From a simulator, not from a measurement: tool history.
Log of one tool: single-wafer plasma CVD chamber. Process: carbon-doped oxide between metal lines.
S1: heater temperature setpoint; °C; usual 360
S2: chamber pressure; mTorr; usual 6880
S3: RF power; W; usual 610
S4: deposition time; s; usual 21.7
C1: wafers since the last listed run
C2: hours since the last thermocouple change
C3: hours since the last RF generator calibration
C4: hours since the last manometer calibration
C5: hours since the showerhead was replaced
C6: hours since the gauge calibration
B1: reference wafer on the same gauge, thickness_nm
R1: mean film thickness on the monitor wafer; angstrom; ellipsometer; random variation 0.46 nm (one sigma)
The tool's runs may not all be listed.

run,hour,S1,S2,S3,S4,C1,C2,C3,C4,C5,C6,B1,R1
1,0,360,7360,610,21.7,0,1054.6,873.3,1377.8,5465,2150.7,140.892,1243.53
2,36,360,7360,610,21.7,1247,1090.6,909.3,1413.8,5501,2186.7,141.156,1247.26
# hour 297.1: thermocouple changed; heater temperature recalibrated
3,352.2,360,6880,610,21.7,10680,55.1,1225.5,1730,5817.2,2502.9,141.094,1243.28
4,452.8,360,6880,610,21.7,3486,155.7,1326.1,1830.6,5917.8,2603.5,141.155,1228.15
5,546.7,360,6880,610,21.7,3253,249.6,1420,1924.5,6011.7,2697.4,140.968,1233.41
6,641.2,360,6880,610,21.7,3274,344.1,1514.5,2019,6106.2,2791.9,140.968,1232.28
7,684.5,360,6880,610,21.7,1500,387.4,1557.8,2062.3,6149.5,2835.2,141.077,1226.5
8,728.2,360,6880,610,21.7,1514,431.1,1601.5,2106,6193.2,2878.9,141.09,1242.4
# hour 763.6: showerhead replaced
9,807.8,360,6880,610,21.7,2481,510.7,1681.1,2185.6,44.2,2958.5,140.984,1233.14
10,861.2,360,6880,610,21.7,1850,564.1,1734.5,2239,97.6,3011.9,140.99,1237.42
11,940.6,360,6880,610,21.7,2751,643.5,1813.9,2318.4,177,3091.3,141.013,1238.8
# hour 980: RF generator calibrated
12,1001.8,355,6880,610,21.7,1843,704.7,21.8,2379.6,238.2,3152.5,141.039,1250.68
# hour 1121.4: gauge calibrated
13,1229.1,355,6880,610,21.7,7876,932,249.1,2606.9,465.5,107.7,141.138,1259.17
# hour 1242.7: capacitance manometer re-zeroed and calibrated
14,1320.6,360,7900,555,21.7,2893,1023.5,340.6,77.9,557,199.2,141.142,1205.52
15,1412.8,360,5260,510,21.7,3195,1115.7,432.8,170.1,649.2,291.4,140.812,1121.13
16,1478.4,360,6880,610,17.6,2273,1181.3,498.4,235.7,714.8,357,140.931,999.64
# hour 1518.8: thermocouple changed; heater temperature recalibrated
17,1637.8,360,6880,610,21.7,5246,119,657.8,395.1,874.2,516.4,140.985,1229.27
18,1706.2,348,7410,705,20.2,2370,187.4,726.2,463.5,942.6,584.8,140.955,1269.18
19,1743.8,360,6880,610,21.7,1302,225,763.8,501.1,980.2,622.4,141.237,1232.46
20,1828.9,353,6880,610,21.7,2948,310.1,848.9,586.2,1065.3,707.5,140.941,1255.4
21,1932.8,360,6880,610,21.7,3600,414,952.8,690.1,1169.2,811.4,140.918,1237.2
22,2020.9,352,7800,695,25.8,3052,502.1,1040.9,778.2,1257.3,899.5,141.107,1588.57
23,2126.9,360,5300,520,21.7,3673,608.1,1146.9,884.2,1363.3,1005.5,140.97,1132.56
24,2209.2,360,6880,610,23.4,2851,690.4,1229.2,966.5,1445.6,1087.8,141.007,1336.99
25,2307.1,354,8350,610,24.6,3392,788.3,1327.1,1064.4,1543.5,1185.7,140.92,1435.4
26,2366.2,365,6880,610,21.7,2048,847.4,1386.2,1123.5,1602.6,1244.8,141.097,1221.84
27,2417.1,375,6880,565,19,1763,898.3,1437.1,1174.4,1653.5,1295.7,140.943,1010.62
28,2479.4,369,6880,560,21.7,2158,960.6,1499.4,1236.7,1715.8,1358,141.237,1168.98

4 ways to go on from here, each from the tool as it stands after run 28. What would each give?
A,2479.8,360,6880,610,21.7,13,961,1499.8,1237.1,1716.2,1358.4,?,?
B,2479.8,355,7320,610,21.7,13,961,1499.8,1237.1,1716.2,1358.4,?,?
C,2479.8,374,8560,610,18.8,13,961,1499.8,1237.1,1716.2,1358.4,?,?
D,2479.8,373,8060,710,25.3,13,961,1499.8,1237.1,1716.2,1358.4,?,?

run,B1,R1
A,140.963,1238.77
B,140.963,1262.98
C,140.963,1050.8
D,140.963,1483.13
Without the tool's hidden state the same runs would have given:
run,R1
A,1238.77
B,1262.98
C,1050.8
D,1483.13
